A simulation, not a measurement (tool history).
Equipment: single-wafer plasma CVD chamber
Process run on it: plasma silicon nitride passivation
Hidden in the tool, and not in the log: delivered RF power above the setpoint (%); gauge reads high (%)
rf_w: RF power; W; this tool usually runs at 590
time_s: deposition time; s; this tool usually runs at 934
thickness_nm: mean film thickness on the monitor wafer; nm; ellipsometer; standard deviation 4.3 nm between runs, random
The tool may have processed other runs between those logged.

| run | hour | rf_w | time_s | wafers since the last listed run | hours since the last RF generator calibration | hours since the showerhead was replaced | hours since the gauge calibration | read-back reference wafer on the same gauge, thickness_nm | thickness_nm |
|---|---|---|---|---|---|---|---|---|---|
| 1 | 0 | 590 | 934 | 0 | 1535.5 | 3760.8 | 560.2 | 1889.446 | 1640.026 |
| 2 | 30.3 | 530 | 934 | 69 | 1565.8 | 3791.1 | 590.5 | 1889.238 | 1593.697 |
| 3 | 55.3 | 530 | 934 | 57 | 1590.8 | 3816.1 | 615.5 | 1890.961 | 1598.233 |
| 4 | 85.9 | 590 | 934 | 69 | 1621.4 | 3846.7 | 646.1 | 1888.25 | 1633.221 |
| 5 | 98 | 590 | 934 | 27 | 1633.5 | 3858.8 | 658.2 | 1890.538 | 1632.293 |
| 6 | 119.1 | 590 | 934 | 48 | 1654.6 | 3879.9 | 679.3 | 1890.232 | 1632.039 |
|  | 125.1 | gauge calibrated |
| 7 | 172.2 | 590 | 934 | 121 | 1707.7 | 3933 | 47.1 | 1890.16 | 1641.48 |
| 8 | 186.3 | 590 | 934 | 32 | 1721.8 | 3947.1 | 61.2 | 1890.739 | 1635.431 |
| 9 | 213.2 | 615 | 800 | 61 | 1748.7 | 3974 | 88.1 | 1890.388 | 1413.841 |
| 10 | 232.6 | 615 | 800 | 44 | 1768.1 | 3993.4 | 107.5 | 1890.738 | 1414.103 |
| 11 | 263.7 | 590 | 934 | 70 | 1799.2 | 4024.5 | 138.6 | 1891.493 | 1632.836 |
| 12 | 282 | 590 | 934 | 41 | 1817.5 | 4042.8 | 156.9 | 1888.277 | 1633.171 |
| 13 | 297.6 | 590 | 934 | 35 | 1833.1 | 4058.4 | 172.5 | 1889.36 | 1635.676 |
| 14 | 311.2 | 590 | 934 | 31 | 1846.7 | 4072 | 186.1 | 1888.532 | 1639.164 |
| 15 | 337.2 | 590 | 934 | 59 | 1872.7 | 4098 | 212.1 | 1889.673 | 1632.301 |
| 16 | 370.9 | 590 | 852 | 76 | 1906.4 | 4131.7 | 245.8 | 1889.301 | 1490.827 |
| 17 | 385.1 | 590 | 1035 | 32 | 1920.6 | 4145.9 | 260 | 1889.934 | 1814.034 |
| 18 | 419.9 | 590 | 1035 | 79 | 1955.4 | 4180.7 | 294.8 | 1890.746 | 1804.806 |
| 19 | 443.3 | 590 | 1079 | 53 | 1978.8 | 4204.1 | 318.2 | 1888.761 | 1890.6 |
| 20 | 537.3 | 590 | 934 | 214 | 2072.8 | 4298.1 | 412.2 | 1889.523 | 1633.234 |
| 21 | 555.4 | 590 | 934 | 41 | 2090.9 | 4316.2 | 430.3 | 1889.518 | 1629.695 |
| 22 | 571.7 | 485 | 806 | 37 | 2107.2 | 4332.5 | 446.6 | 1888.939 | 1344.811 |
| 23 | 598.9 | 505 | 1039 | 62 | 2134.4 | 4359.7 | 473.8 | 1888.74 | 1747.316 |
| 24 | 614.8 | 690 | 1095 | 36 | 2150.3 | 4375.6 | 489.7 | 1892.77 | 1984.039 |
| 25 | 641.6 | 590 | 934 | 61 | 2177.1 | 4402.4 | 516.5 | 1889.77 | 1638.592 |
| 26 | 657.2 | 590 | 934 | 35 | 2192.7 | 4418 | 532.1 | 1889.723 | 1631.495 |
| 27 | 687.6 | 590 | 934 | 69 | 2223.1 | 4448.4 | 562.5 | 1889.353 | 1635.066 |
| 28 | 702.6 | 710 | 934 | 34 | 2238.1 | 4463.4 | 577.5 | 1890.068 | 1705.422 |
| 29 | 719.9 | 590 | 1020 | 39 | 2255.4 | 4480.7 | 594.8 | 1887.851 | 1783.679 |
| 30 | 751.7 | 490 | 1082 | 72 | 2287.2 | 4512.5 | 626.6 | 1890.948 | 1807.859 |
| 31 | 770.6 | 480 | 763 | 43 | 2306.1 | 4531.4 | 645.5 | 1890.015 | 1265.749 |
|  | 783.7 | RF generator calibrated |
| 32 | 784.2 | 535 | 845 | 12 | 0.5 | 4545 | 659.1 | 1889.834 | 1443.295 |
| 33 | 818.9 | 515 | 934 | 79 | 35.2 | 4579.7 | 693.8 | 1889.737 | 1575.273 |

Run 34 is up next; what results do you expect?
| 34 | 847.4 | 670 | 1061 | 65 | 63.7 | 4608.2 | 722.3 | ? | ? |

{"run 34": {"read-back reference wafer on the same gauge, thickness_nm": 1889.93, "thickness_nm": 1912.329}}
If the tool had no hidden condition, the same run with the same run-to-run variation would have returned thickness_nm 1912.329 nm.
